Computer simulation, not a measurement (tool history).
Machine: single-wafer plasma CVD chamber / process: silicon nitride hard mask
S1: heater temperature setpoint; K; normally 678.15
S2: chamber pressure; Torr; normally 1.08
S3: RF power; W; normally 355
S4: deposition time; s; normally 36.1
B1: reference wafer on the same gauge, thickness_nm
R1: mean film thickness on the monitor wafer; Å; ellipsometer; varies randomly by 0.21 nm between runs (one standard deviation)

run 1 hour=0 | S1=678.15 S2=0.87 S3=355 S4=36.1 | B1=39.023 | R1=367.67
run 2 hour=67.8 | S1=678.15 S2=1.08 S3=355 S4=36.1 | B1=38.96 | R1=405.65
run 3 hour=102.5 | S1=678.15 S2=1.08 S3=355 S4=36.1 | B1=38.99 | R1=403.94
run 4 hour=154.9 | S1=678.15 S2=1.08 S3=355 S4=36.1 | B1=38.944 | R1=405.34
run 5 hour=224.1 | S1=678.15 S2=1.08 S3=355 S4=36.1 | B1=38.985 | R1=405.05
run 6 hour=264.5 | S1=678.15 S2=1.08 S3=355 S4=36.1 | B1=38.917 | R1=403.97
run 7 hour=308.9 | S1=678.15 S2=0.95 S3=355 S4=36.1 | B1=38.95 | R1=380.44
-- hour=353.4 showerhead replaced
run 8 hour=431.1 | S1=678.15 S2=1.08 S3=355 S4=36.1 | B1=38.985 | R1=397.73
run 9 hour=463.5 | S1=682.15 S2=1.08 S3=355 S4=30.2 | B1=38.988 | R1=333.28
run 10 hour=504.8 | S1=678.15 S2=1.08 S3=355 S4=36.1 | B1=39.04 | R1=400.67
run 11 hour=555.5 | S1=663.15 S2=1.08 S3=355 S4=32 | B1=38.943 | R1=355.72
run 12 hour=673.7 | S1=678.15 S2=1.08 S3=355 S4=36.1 | B1=39.044 | R1=393.93
-- hour=690.7 thermocouple changed; heater temperature recalibrated
-- hour=721.6 RF generator calibrated
run 13 hour=732.4 | S1=678.15 S2=1.08 S3=325 S4=32.5 | B1=39.057 | R1=349.26
-- hour=783.5 capacitance manometer re-zeroed and calibrated
run 14 hour=794.4 | S1=664.15 S2=1.16 S3=355 S4=36.1 | B1=38.995 | R1=434.85
-- hour=821.5 gauge calibrated
run 15 hour=852.3 | S1=692.15 S2=1.35 S3=355 S4=40 | B1=38.998 | R1=501.79
run 16 hour=890.3 | S1=673.15 S2=0.97 S3=375 S4=36.1 | B1=38.95 | R1=408.72
run 17 hour=931.7 | S1=693.15 S2=0.88 S3=285 S4=36.1 | B1=38.956 | R1=341.52
run 18 hour=992.1 | S1=678.15 S2=1.08 S3=320 S4=33.8 | B1=39.045 | R1=370.78
run 19 hour=1044.5 | S1=678.15 S2=0.88 S3=335 S4=31.3 | B1=38.996 | R1=316.34
run 20 hour=1077.5 | S1=671.15 S2=1.2 S3=395 S4=30.8 | B1=38.999 | R1=387.66
run 21 hour=1109.8 | S1=678.15 S2=1.08 S3=355 S4=36.1 | B1=38.94 | R1=411.56
run 22 hour=1169.1 | S1=693.15 S2=1.08 S3=295 S4=42.6 | B1=39.028 | R1=442.83
run 23 hour=1240.6 | S1=686.15 S2=1.27 S3=320 S4=39.6 | B1=39.01 | R1=457.02
run 24 hour=1281.3 | S1=678.15 S2=1.08 S3=355 S4=36.1 | B1=38.99 | R1=411.93
run 25 hour=1337.9 | S1=690.15 S2=1.08 S3=355 S4=36.1 | B1=38.966 | R1=412.04
run 26 hour=1398.2 | S1=678.15 S2=1.08 S3=355 S4=43.2 | B1=38.966 | R1=492.09
run 27 hour=1449.5 | S1=685.15 S2=1.08 S3=355 S4=36.1 | B1=38.986 | R1=408.83
run 28 hour=1494.8 | S1=684.15 S2=1.08 S3=385 S4=36.1 | B1=39.048 | R1=428.75
run 29 hour=1559.7 | S1=678.15 S2=1.08 S3=355 S4=30.4 | B1=38.977 | R1=345.7

Branching from run 29: 3 alternative next runs. What would each branch give?
run A hour=1560.1 | S1=678.15 S2=1.08 S3=355 S4=36.1 | B1=? | R1=?
run B hour=1560.1 | S1=678.15 S2=0.92 S3=325 S4=38.5 | B1=? | R1=?
run C hour=1560.1 | S1=691.15 S2=0.89 S3=285 S4=32.7 | B1=? | R1=?

run=A B1=39.04 R1=409.23
run=B B1=39.04 R1=390.79
run=C B1=39.04 R1=307.12
Without the tool's hidden state the same runs would have given:
run=A R1=418.24
run=B R1=400.2
run=C R1=314.59
